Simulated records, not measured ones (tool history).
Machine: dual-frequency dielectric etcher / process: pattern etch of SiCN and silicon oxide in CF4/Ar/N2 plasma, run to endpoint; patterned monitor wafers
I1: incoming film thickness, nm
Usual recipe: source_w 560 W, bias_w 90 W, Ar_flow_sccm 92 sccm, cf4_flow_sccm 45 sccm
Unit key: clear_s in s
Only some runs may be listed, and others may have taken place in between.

run 1 day=0 | source_w=560 bias_w=85 Ar_flow_sccm=92 cf4_flow_sccm=45 | I1=14.78 | clear_s=15.4
run 2 day=1 | source_w=560 bias_w=90 Ar_flow_sccm=92 cf4_flow_sccm=45 | I1=14.6 | clear_s=14.8
run 3 day=2.862 | source_w=560 bias_w=90 Ar_flow_sccm=92 cf4_flow_sccm=45 | I1=14.65 | clear_s=14.8
run 4 day=5.142 | source_w=450 bias_w=104 Ar_flow_sccm=84 cf4_flow_sccm=50 | I1=14.65 | clear_s=15.2
run 5 day=7.296 | source_w=560 bias_w=90 Ar_flow_sccm=70 cf4_flow_sccm=55 | I1=14.66 | clear_s=13.6
run 6 day=10.121 | source_w=440 bias_w=109 Ar_flow_sccm=111 cf4_flow_sccm=40 | I1=14.85 | clear_s=16.6
run 7 day=12.754 | source_w=560 bias_w=90 Ar_flow_sccm=92 cf4_flow_sccm=45 | I1=14.71 | clear_s=14.4
run 8 day=15.721 | source_w=560 bias_w=109 Ar_flow_sccm=109 cf4_flow_sccm=45 | I1=14.67 | clear_s=13.5
run 9 day=17.375 | source_w=560 bias_w=90 Ar_flow_sccm=75 cf4_flow_sccm=45 | I1=14.87 | clear_s=14.3
run 10 day=18.879 | source_w=560 bias_w=90 Ar_flow_sccm=100 cf4_flow_sccm=45 | I1=14.7 | clear_s=14.8
run 11 day=20.625 | source_w=560 bias_w=90 Ar_flow_sccm=107 cf4_flow_sccm=45 | I1=14.65 | clear_s=14.9
run 12 day=23.283 | source_w=560 bias_w=90 Ar_flow_sccm=92 cf4_flow_sccm=45 | I1=14.43 | clear_s=14.2
run 13 day=26.133 | source_w=560 bias_w=107 Ar_flow_sccm=92 cf4_flow_sccm=45 | I1=14.67 | clear_s=13.4
run 14 day=28.133 | source_w=700 bias_w=75 Ar_flow_sccm=78 cf4_flow_sccm=52 | I1=14.83 | clear_s=13
run 15 day=30.217 | source_w=630 bias_w=90 Ar_flow_sccm=92 cf4_flow_sccm=51 | I1=14.78 | clear_s=13.2
run 16 day=31.071 | source_w=560 bias_w=102 Ar_flow_sccm=99 cf4_flow_sccm=45 | I1=14.7 | clear_s=13.8
run 17 day=32.704 | source_w=500 bias_w=80 Ar_flow_sccm=80 cf4_flow_sccm=52 | I1=14.91 | clear_s=16
run 18 day=34.292 | source_w=560 bias_w=90 Ar_flow_sccm=92 cf4_flow_sccm=54 | I1=14.59 | clear_s=14
run 19 day=36.096 | source_w=560 bias_w=90 Ar_flow_sccm=105 cf4_flow_sccm=52 | I1=14.74 | clear_s=14.4
run 20 day=38.454 | source_w=560 bias_w=90 Ar_flow_sccm=106 cf4_flow_sccm=54 | I1=14.71 | clear_s=14.4
run 21 day=41.029 | source_w=560 bias_w=90 Ar_flow_sccm=92 cf4_flow_sccm=45 | I1=14.88 | clear_s=14.8
run 22 day=43.888 | source_w=480 bias_w=81 Ar_flow_sccm=101 cf4_flow_sccm=50 | I1=14.69 | clear_s=16.9
run 23 day=46.504 | source_w=660 bias_w=96 Ar_flow_sccm=92 cf4_flow_sccm=48 | I1=14.69 | clear_s=12.6
run 24 day=49.025 | source_w=630 bias_w=90 Ar_flow_sccm=82 cf4_flow_sccm=36 | I1=14.75 | clear_s=14
run 25 day=50.85 | source_w=560 bias_w=90 Ar_flow_sccm=100 cf4_flow_sccm=50 | I1=14.97 | clear_s=14.8

Not shown here: 6 entries made in the log between runs. Locate each between two listed runs and compare the hidden state at the listed run before it with the hidden state at the listed run after it:
Run 2 -> run 3: source power generator calibrated (day 2.288)
  CF4 flow that arrives over what is set, %: -9.13 -> -9.4
  the result without the hidden state subtracted from the measured one, clear_s: +0.4 -> +0.3 s
Run 6 -> run 7: CF4 flow controller replaced, repeated, since the last time left the tool worse (day 10.9)
  CF4 flow that arrives over what is set, %: -10.3 -> 0.549
  the result without the hidden state subtracted from the measured one, clear_s: +0.3 -> +0 s
Run 10 -> run 11: wet clean of the chamber (day 20.579)
  CF4 flow that arrives over what is set, %: -0.314 -> -0.533
  the result without the hidden state subtracted from the measured one, clear_s: +0 -> +0 s
Run 12 -> run 13: Ar flow controller replaced (day 24.925)
  CF4 flow that arrives over what is set, %: -0.845 -> -1.15
  the result without the hidden state subtracted from the measured one, clear_s: +0 -> +0 s
Run 14 -> run 15: upper electrode replaced (day 30.196)
  CF4 flow that arrives over what is set, %: -1.35 -> -1.55
  the result without the hidden state subtracted from the measured one, clear_s: +0 -> +0.1 s
Run 21 -> run 22: wet clean of the chamber (day 43.062)
  CF4 flow that arrives over what is set, %: -2.4 -> -2.58
  the result without the hidden state subtracted from the measured one, clear_s: +0.1 -> +0.1 s
